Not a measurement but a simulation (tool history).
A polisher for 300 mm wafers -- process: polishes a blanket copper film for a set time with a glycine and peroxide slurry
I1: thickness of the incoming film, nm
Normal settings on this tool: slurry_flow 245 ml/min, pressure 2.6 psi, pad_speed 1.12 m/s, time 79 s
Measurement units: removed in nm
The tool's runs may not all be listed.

{"run": 1, "hour": 0.0, "slurry_flow": 245, "pressure": 2.6, "pad_speed": 1.12, "time": 79, "I1": 1690.2, "removed": 518.3}
{"run": 2, "hour": 12.5, "slurry_flow": 245, "pressure": 2.6, "pad_speed": 1.12, "time": 79, "I1": 1700.1, "removed": 519.7}
{"run": 3, "hour": 27.6, "slurry_flow": 245, "pressure": 2.6, "pad_speed": 1.12, "time": 79, "I1": 1710, "removed": 515}
{"run": 4, "hour": 37.4, "slurry_flow": 245, "pressure": 2.6, "pad_speed": 1.12, "time": 79, "I1": 1698.3, "removed": 521.2}
{"run": 5, "hour": 44.7, "slurry_flow": 245, "pressure": 2.6, "pad_speed": 1.12, "time": 79, "I1": 1702.3, "removed": 514.6}
{"run": 6, "hour": 98.4, "slurry_flow": 245, "pressure": 2.6, "pad_speed": 1.12, "time": 79, "I1": 1688.6, "removed": 507.9}
{"run": 7, "hour": 113.2, "slurry_flow": 245, "pressure": 2.6, "pad_speed": 1.12, "time": 79, "I1": 1712.6, "removed": 509.4}
{"run": 8, "hour": 128.2, "slurry_flow": 245, "pressure": 2.6, "pad_speed": 1.12, "time": 79, "I1": 1710.9, "removed": 500.1}
{"run": 9, "hour": 137.7, "slurry_flow": 245, "pressure": 2.6, "pad_speed": 1.12, "time": 79, "I1": 1728.6, "removed": 502.8}
{"run": 10, "hour": 152.6, "slurry_flow": 245, "pressure": 2.6, "pad_speed": 1.12, "time": 79, "I1": 1709.1, "removed": 498.5}
{"run": 11, "hour": 160.2, "slurry_flow": 245, "pressure": 2.6, "pad_speed": 0.74, "time": 87, "I1": 1693.7, "removed": 437}
{"run": 12, "hour": 176.4, "slurry_flow": 330, "pressure": 2.2, "pad_speed": 1.12, "time": 79, "I1": 1737.1, "removed": 432.7}
{"run": 13, "hour": 183.0, "slurry_flow": 170, "pressure": 1.7, "pad_speed": 1.26, "time": 97, "I1": 1726.5, "removed": 419.5}
{"run": 14, "hour": 193.9, "slurry_flow": 330, "pressure": 3.3, "pad_speed": 1.22, "time": 72, "I1": 1729, "removed": 559.2}
{"run": 15, "hour": 206.2, "slurry_flow": 245, "pressure": 2.6, "pad_speed": 1, "time": 79, "I1": 1708.6, "removed": 448.6}
{"run": 16, "hour": 217.6, "slurry_flow": 245, "pressure": 2.6, "pad_speed": 0.96, "time": 71, "I1": 1710.9, "removed": 442.4}
{"run": 17, "hour": 223.6, "slurry_flow": 210, "pressure": 2.6, "pad_speed": 1.12, "time": 79, "I1": 1697.9, "removed": 525.2}
{"run": 18, "hour": 230.7, "slurry_flow": 270, "pressure": 2.6, "pad_speed": 1.12, "time": 79, "I1": 1720, "removed": 539.8}
{"run": 19, "hour": 247.4, "slurry_flow": 245, "pressure": 2.6, "pad_speed": 1.12, "time": 79, "I1": 1703.4, "removed": 532}
{"run": 20, "hour": 261.7, "slurry_flow": 245, "pressure": 2.6, "pad_speed": 1.12, "time": 79, "I1": 1711.8, "removed": 529.4}

The log once held 4 entries between its listed runs, left out of this copy. Where does each go, and what is different about the tool's unlogged condition between the listed run before it and the listed run after it?
Runs 9 to 10: slurry nozzle cleaned (hour 146.3); worn pad replaced by a new one (hour 150.7)
  deviation of the head's pressure from its setpoint, %: -7.85 -> -8.35
  measured result minus the result with no hidden state, removed: -33.9 -> -35.9 nm
Runs 11 to 12: head pressure recalibrated (hour 171)
  deviation of the head's pressure from its setpoint, %: -8.61 -> -15.5
  measured result minus the result with no hidden state, removed: -30.7 -> -59.8 nm
Runs 15 to 16: head pressure recalibrated, repeated, since the last time left the tool worse (hour 216.6)
  deviation of the head's pressure from its setpoint, %: -15.6 -> -0.345
  measured result minus the result with no hidden state, removed: -63.2 -> -1.2 nm
